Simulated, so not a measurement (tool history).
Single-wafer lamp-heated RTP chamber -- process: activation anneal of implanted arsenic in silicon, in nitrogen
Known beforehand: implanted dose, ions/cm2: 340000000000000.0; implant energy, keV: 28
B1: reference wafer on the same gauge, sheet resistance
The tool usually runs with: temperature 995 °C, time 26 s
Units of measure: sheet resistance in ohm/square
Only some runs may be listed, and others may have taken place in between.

run 1 hour=0.0 | temperature=995 time=26 | B1=255.93 | sheet_resistance=258.97
run 2 hour=22.6 | temperature=995 time=31 | B1=255.89 | sheet_resistance=257.99
run 3 hour=39.0 | temperature=995 time=31 | B1=256.01 | sheet_resistance=258.34
run 4 hour=74.1 | temperature=995 time=26 | B1=256.15 | sheet_resistance=259.08
run 5 hour=106.4 | temperature=995 time=26 | B1=256.11 | sheet_resistance=258.53
run 6 hour=134.2 | temperature=995 time=26 | B1=256.42 | sheet_resistance=259.03
-- hour=143.3 pyrometer window cleaned and pyrometer calibrated
run 7 hour=149.7 | temperature=1007 time=26 | B1=256.46 | sheet_resistance=258.41
run 8 hour=178.1 | temperature=1007 time=26 | B1=256.42 | sheet_resistance=258.03
run 9 hour=203.5 | temperature=995 time=30 | B1=256.72 | sheet_resistance=258.82
run 10 hour=224.0 | temperature=995 time=23 | B1=256.86 | sheet_resistance=260.43
run 11 hour=237.7 | temperature=995 time=23 | B1=256.79 | sheet_resistance=261.04
run 12 hour=270.7 | temperature=995 time=23 | B1=256.82 | sheet_resistance=261.11
run 13 hour=285.9 | temperature=995 time=26 | B1=257.00 | sheet_resistance=260.52
run 14 hour=314.4 | temperature=995 time=26 | B1=257.29 | sheet_resistance=259.73
run 15 hour=328.2 | temperature=995 time=26 | B1=257.41 | sheet_resistance=259.83
run 16 hour=344.5 | temperature=1004 time=16 | B1=257.38 | sheet_resistance=261.27
-- hour=374.8 gauge calibrated
run 17 hour=427.5 | temperature=972 time=35 | B1=252.48 | sheet_resistance=256.33
run 18 hour=457.7 | temperature=1017 time=41 | B1=252.48 | sheet_resistance=251.18
-- hour=469.3 pyrometer window cleaned and pyrometer calibrated
run 19 hour=469.9 | temperature=1014 time=32 | B1=252.55 | sheet_resistance=253.02
run 20 hour=486.1 | temperature=1003 time=11 | B1=252.69 | sheet_resistance=258.50
run 21 hour=512.8 | temperature=987 time=35 | B1=252.95 | sheet_resistance=255.17
-- hour=529.6 reflector plate cleaned
run 22 hour=538.5 | temperature=970 time=16 | B1=253.00 | sheet_resistance=259.16
run 23 hour=567.5 | temperature=1006 time=26 | B1=252.93 | sheet_resistance=255.58
run 24 hour=597.0 | temperature=995 time=35 | B1=253.26 | sheet_resistance=254.66
run 25 hour=620.7 | temperature=970 time=34 | B1=253.27 | sheet_resistance=256.93
run 26 hour=653.7 | temperature=995 time=26 | B1=253.50 | sheet_resistance=256.77
run 27 hour=667.0 | temperature=1018 time=18 | B1=253.43 | sheet_resistance=255.45
run 28 hour=702.2 | temperature=981 time=19 | B1=253.78 | sheet_resistance=258.67
run 29 hour=735.7 | temperature=995 time=26 | B1=253.85 | sheet_resistance=256.38
run 30 hour=768.3 | temperature=981 time=38 | B1=254.08 | sheet_resistance=256.92
run 31 hour=782.8 | temperature=1017 time=33 | B1=253.93 | sheet_resistance=253.94
-- hour=799.3 pyrometer window cleaned and pyrometer calibrated
run 32 hour=806.2 | temperature=995 time=26 | B1=254.14 | sheet_resistance=257.09
run 33 hour=824.1 | temperature=965 time=26 | B1=254.18 | sheet_resistance=259.28
run 34 hour=841.4 | temperature=974 time=19 | B1=254.36 | sheet_resistance=259.18
run 35 hour=871.0 | temperature=976 time=17 | B1=254.55 | sheet_resistance=260.96
run 36 hour=897.2 | temperature=973 time=26 | B1=254.63 | sheet_resistance=259.24
run 37 hour=912.2 | temperature=967 time=11 | B1=254.84 | sheet_resistance=261.68
run 38 hour=928.3 | temperature=969 time=26 | B1=254.86 | sheet_resistance=259.71

Here are 3 independent what-if runs from the current tool condition. What would each one return?
run A hour=928.7 | temperature=995 time=26 | B1=? | sheet_resistance=?
run B hour=928.7 | temperature=1024 time=41 | B1=? | sheet_resistance=?
run C hour=928.7 | temperature=966 time=20 | B1=? | sheet_resistance=?

run=A B1=254.82 sheet_resistance=258.15
run=B B1=254.82 sheet_resistance=253.24
run=C B1=254.82 sheet_resistance=261.03
The same runs, with their run-to-run variation unchanged, on a tool lacking any hidden condition would have given:
run=A sheet_resistance=255.32
run=B sheet_resistance=250.46
run=C sheet_resistance=258.16

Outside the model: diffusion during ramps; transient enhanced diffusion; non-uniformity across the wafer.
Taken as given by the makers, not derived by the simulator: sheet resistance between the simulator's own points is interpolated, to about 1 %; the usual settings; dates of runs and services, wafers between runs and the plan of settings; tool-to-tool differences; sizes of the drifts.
